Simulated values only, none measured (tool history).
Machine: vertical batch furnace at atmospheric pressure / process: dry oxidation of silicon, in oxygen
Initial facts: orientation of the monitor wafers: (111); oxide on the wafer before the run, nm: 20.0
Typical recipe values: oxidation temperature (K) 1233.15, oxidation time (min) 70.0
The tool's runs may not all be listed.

| run | hour | oxidation temperature (K) | oxidation time (min) | wafers since the last listed run | hours since the last temperature calibration | hours since the boat lift was adjusted | hours since the gauge calibration | read-back reference wafer on the same gauge, thickness | oxide thickness on the monitor wafer (Å) |
|---|---|---|---|---|---|---|---|---|---|
| 1 | 0.0 | 1233.15 | 70.0 | 0 | 2175.7 | 3297.7 | 1635.9 | 61.49 | 561.1 |
| 2 | 69.0 | 1233.15 | 51.0 | 1056 | 2244.7 | 3366.7 | 1704.9 | 61.39 | 474.8 |
| 3 | 107.9 | 1233.15 | 51.0 | 595 | 2283.6 | 3405.6 | 1743.8 | 61.48 | 474.4 |
| 4 | 186.4 | 1233.15 | 58.0 | 1202 | 2362.1 | 3484.1 | 1822.3 | 61.38 | 506.6 |
| 5 | 253.5 | 1233.15 | 70.0 | 1027 | 2429.2 | 3551.2 | 1889.4 | 61.40 | 562.7 |
| 6 | 318.0 | 1233.15 | 70.0 | 987 | 2493.7 | 3615.7 | 1953.9 | 61.34 | 564.6 |
| 7 | 404.9 | 1233.15 | 70.0 | 1330 | 2580.6 | 3702.6 | 2040.8 | 61.32 | 562.3 |
| 8 | 448.9 | 1248.15 | 78.5 | 673 | 2624.6 | 3746.6 | 2084.8 | 61.31 | 659.6 |
| 9 | 517.6 | 1248.15 | 78.5 | 1052 | 2693.3 | 3815.3 | 2153.5 | 61.30 | 658.2 |
| 10 | 569.7 | 1233.15 | 70.0 | 797 | 2745.4 | 3867.4 | 2205.6 | 61.28 | 563.7 |
| 11 | 667.0 | 1233.15 | 70.0 | 1490 | 2842.7 | 3964.7 | 2302.9 | 61.25 | 558.6 |
| 12 | 726.6 | 1233.15 | 70.0 | 912 | 2902.3 | 4024.3 | 2362.5 | 61.23 | 557.6 |
|  | 772.3 | boat lift adjusted |
| 13 | 955.3 | 1227.15 | 70.0 | 3134 | 3131.0 | 183.0 | 2591.2 | 61.10 | 539.1 |
| 14 | 1029.4 | 1227.15 | 70.0 | 1134 | 3205.1 | 257.1 | 2665.3 | 61.08 | 541.1 |
| 15 | 1080.1 | 1220.15 | 70.0 | 776 | 3255.8 | 307.8 | 2716.0 | 61.06 | 514.0 |
| 16 | 1127.0 | 1233.15 | 70.0 | 718 | 3302.7 | 354.7 | 2762.9 | 61.00 | 560.6 |
|  | 1151.1 | thermocouples replaced and temperature profile calibrated |
| 17 | 1180.8 | 1233.15 | 70.0 | 456 | 29.7 | 408.5 | 2816.7 | 61.07 | 561.7 |
|  | 1198.2 | gauge calibrated |
| 18 | 1256.7 | 1252.15 | 58.0 | 1162 | 105.6 | 484.4 | 58.5 | 61.59 | 574.7 |
| 19 | 1293.2 | 1250.15 | 95.0 | 558 | 142.1 | 520.9 | 95.0 | 61.60 | 748.7 |
| 20 | 1345.2 | 1245.15 | 70.0 | 796 | 194.1 | 572.9 | 147.0 | 61.65 | 608.6 |
| 21 | 1405.4 | 1233.15 | 70.0 | 921 | 254.3 | 633.1 | 207.2 | 61.59 | 563.2 |
| 22 | 1479.5 | 1246.15 | 90.5 | 1134 | 328.4 | 707.2 | 281.3 | 61.60 | 711.5 |
| 23 | 1572.0 | 1208.15 | 94.0 | 1416 | 420.9 | 799.7 | 373.8 | 61.60 | 564.2 |
| 24 | 1635.5 | 1233.15 | 36.5 | 972 | 484.4 | 863.2 | 437.3 | 61.60 | 402.8 |
| 25 | 1705.0 | 1255.15 | 85.5 | 1064 | 553.9 | 932.7 | 506.8 | 61.57 | 726.2 |
| 26 | 1780.6 | 1233.15 | 96.5 | 1157 | 629.5 | 1008.3 | 582.4 | 61.60 | 677.9 |
| 27 | 1822.6 | 1218.15 | 45.5 | 643 | 671.5 | 1050.3 | 624.4 | 61.62 | 409.7 |
| 28 | 1868.1 | 1233.15 | 43.5 | 696 | 717.0 | 1095.8 | 669.9 | 61.58 | 439.8 |
| 29 | 1925.5 | 1233.15 | 70.0 | 879 | 774.4 | 1153.2 | 727.3 | 61.60 | 563.7 |
| 30 | 2013.2 | 1255.15 | 52.0 | 1343 | 862.1 | 1240.9 | 815.0 | 61.51 | 548.8 |
| 31 | 2105.0 | 1252.15 | 95.0 | 1405 | 953.9 | 1332.7 | 906.8 | 61.58 | 762.0 |
| 32 | 2145.4 | 1233.15 | 70.0 | 618 | 994.3 | 1373.1 | 947.2 | 61.51 | 563.9 |
| 33 | 2198.0 | 1222.15 | 70.0 | 805 | 1046.9 | 1425.7 | 999.8 | 61.53 | 527.2 |
| 34 | 2292.1 | 1214.15 | 70.0 | 1441 | 1141.0 | 1519.8 | 1093.9 | 61.49 | 500.6 |
| 35 | 2353.4 | 1219.15 | 70.0 | 938 | 1202.3 | 1581.1 | 1155.2 | 61.51 | 518.0 |
| 36 | 2457.9 | 1208.15 | 94.0 | 1600 | 1306.8 | 1685.6 | 1259.7 | 61.46 | 563.3 |
| 37 | 2506.3 | 1253.15 | 97.0 | 741 | 1355.2 | 1734.0 | 1308.1 | 61.49 | 773.0 |
| 38 | 2591.8 | 1233.15 | 103.5 | 1309 | 1440.7 | 1819.5 | 1393.6 | 61.45 | 703.2 |
| 39 | 2671.5 | 1251.15 | 52.0 | 1220 | 1520.4 | 1899.2 | 1473.3 | 61.40 | 535.8 |

Run-by-run hidden state of the tool:
true tube temperature minus thermocouple reading, K: 0 on each run
monitor wafer colder than the profiled boat position, K: 0 on each run
H1: gauge reads high (%)
| run | H1 |
|---|---|
| 1 | -0.379 |
| 2 | -0.412 |
| 3 | -0.43 |
| 4 | -0.469 |
| 5 | -0.504 |
| 6 | -0.539 |
| 7 | -0.587 |
| 8 | -0.613 |
| 9 | -0.654 |
| 10 | -0.685 |
| 11 | -0.747 |
| 12 | -0.785 |
| 13 | -0.944 |
| 14 | -0.998 |
| 15 | -1.04 |
| 16 | -1.07 |
| 17 | -1.11 |
| 18 | -0.137 |
| 19 | -0.137 |
| 20 | -0.139 |
| 21 | -0.142 |
| 22 | -0.147 |
| 23 | -0.156 |
| 24 | -0.163 |
| 25 | -0.172 |
| 26 | -0.183 |
| 27 | -0.191 |
| 28 | -0.199 |
| 29 | -0.21 |
| 30 | -0.229 |
| 31 | -0.251 |
| 32 | -0.261 |
| 33 | -0.276 |
| 34 | -0.303 |
| 35 | -0.323 |
| 36 | -0.358 |
| 37 | -0.375 |
| 38 | -0.408 |
| 39 | -0.439 |

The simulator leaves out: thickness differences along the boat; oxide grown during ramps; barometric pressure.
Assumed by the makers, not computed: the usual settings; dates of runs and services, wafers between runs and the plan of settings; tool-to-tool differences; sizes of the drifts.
